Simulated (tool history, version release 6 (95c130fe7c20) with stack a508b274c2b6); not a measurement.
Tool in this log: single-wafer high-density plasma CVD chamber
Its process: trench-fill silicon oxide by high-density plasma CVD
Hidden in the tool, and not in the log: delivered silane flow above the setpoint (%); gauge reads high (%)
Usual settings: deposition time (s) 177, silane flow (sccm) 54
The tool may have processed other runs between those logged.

run	hour	deposition time (s)	silane flow (sccm)	wafers since the last listed run	hours since the silane flow controller was replaced	hours since the gauge calibration	read-back reference wafer on the same gauge, thickness_nm	mean film thickness on the monitor wafer (angstrom)
1	0.0	185	54	0	1919.9	396.1	1013.941	9678.71
2	35.4	185	54	294	1955.3	431.5	1014.605	9723.82
3	61.3	177	54	215	1981.2	457.4	1013.809	9296.85
4	97.3	177	54	299	2017.2	493.4	1014.383	9239.69
5	113.4	177	54	134	2033.3	509.5	1013.932	9298.24
6	145.6	177	61	268	2065.5	541.7	1014.235	10450.47
7	165.7	177	61	167	2085.6	561.8	1013.591	10494.39
8	178.5	177	61	106	2098.4	574.6	1014.027	10467.39
9	209.2	177	54	255	2129.1	605.3	1013.638	9245.80
10	225.2	177	54	133	2145.1	621.3	1013.246	9252.44
11	255.7	177	46	254	2175.6	651.8	1013.768	7835.51
12	276.8	177	46	175	2196.7	672.9	1013.745	7811.36
13	303.3	177	54	220	2223.2	699.4	1013.528	9175.70
14	334.8	177	54	262	2254.7	730.9	1014.449	9220.67
15	361.4	177	54	221	2281.3	757.5	1013.992	9170.75
16	375.8	205	58	119	2295.7	771.9	1013.654	11424.46
17	392.4	205	58	138	2312.3	788.5	1014.169	11475.21
18	421.8	205	58	244	2341.7	817.9	1014.030	11438.28
19	435.1	155	54	110	2355.0	831.2	1014.062	8041.28
20	457.2	144	50	184	2377.1	853.3	1014.492	6902.39
21	482.1	177	47	207	2402.0	878.2	1014.240	7949.08
22	495.8	144	50	114	2415.7	891.9	1013.606	6938.97
23	514.6	198	60	156	2434.5	910.7	1014.067	11305.13
24	537.4	177	54	189	2457.3	933.5	1014.014	9166.91
# hour 561.0: gauge calibrated
25	561.9	142	44	204	2481.8	0.9	1014.155	5979.89
26	574.0	197	48	100	2493.9	13.0	1013.455	9077.65
# hour 612.4: silane flow controller replaced
27	612.9	177	50	257	0.5	51.9	1014.481	8771.38
28	639.4	142	44	220	27.0	78.4	1013.708	6205.52
29	667.5	155	58	234	55.1	106.5	1014.035	8923.35
30	681.2	145	50	114	68.8	120.2	1013.931	7152.48
31	716.3	177	43	292	103.9	155.3	1013.835	7539.98
32	730.8	177	47	120	118.4	169.8	1013.909	8200.19
33	746.3	177	54	129	133.9	185.3	1013.477	9435.16
34	767.2	211	64	174	154.8	206.2	1014.105	13412.42
35	796.4	177	44	243	184.0	235.4	1014.364	7704.52
36	828.3	147	54	265	215.9	267.3	1013.731	7879.55
37	859.4	177	54	259	247.0	298.4	1013.494	9445.07
38	889.7	177	54	252	277.3	328.7	1014.014	9416.35
39	915.2	159	61	212	302.8	354.2	1014.013	9627.81

List, for all runs, the conditions of the tool that the log does not record:
gauge reads high (%): 0, the same for each run
H1: delivered silane flow above the setpoint (%)
run	H1
1	-1.72
2	-1.8
3	-1.86
4	-1.95
5	-1.99
6	-2.06
7	-2.11
8	-2.15
9	-2.22
10	-2.26
11	-2.34
12	-2.4
13	-2.46
14	-2.55
15	-2.62
16	-2.66
17	-2.7
18	-2.79
19	-2.82
20	-2.88
21	-2.95
22	-2.99
23	-3.05
24	-3.11
25	-3.19
26	-3.22
27	0.053
28	0.0526
29	0.0512
30	0.0502
31	0.0466
32	0.0447
33	0.0424
34	0.0388
35	0.033
36	0.0254
37	0.0169
38	0.00746
39	-0.00131

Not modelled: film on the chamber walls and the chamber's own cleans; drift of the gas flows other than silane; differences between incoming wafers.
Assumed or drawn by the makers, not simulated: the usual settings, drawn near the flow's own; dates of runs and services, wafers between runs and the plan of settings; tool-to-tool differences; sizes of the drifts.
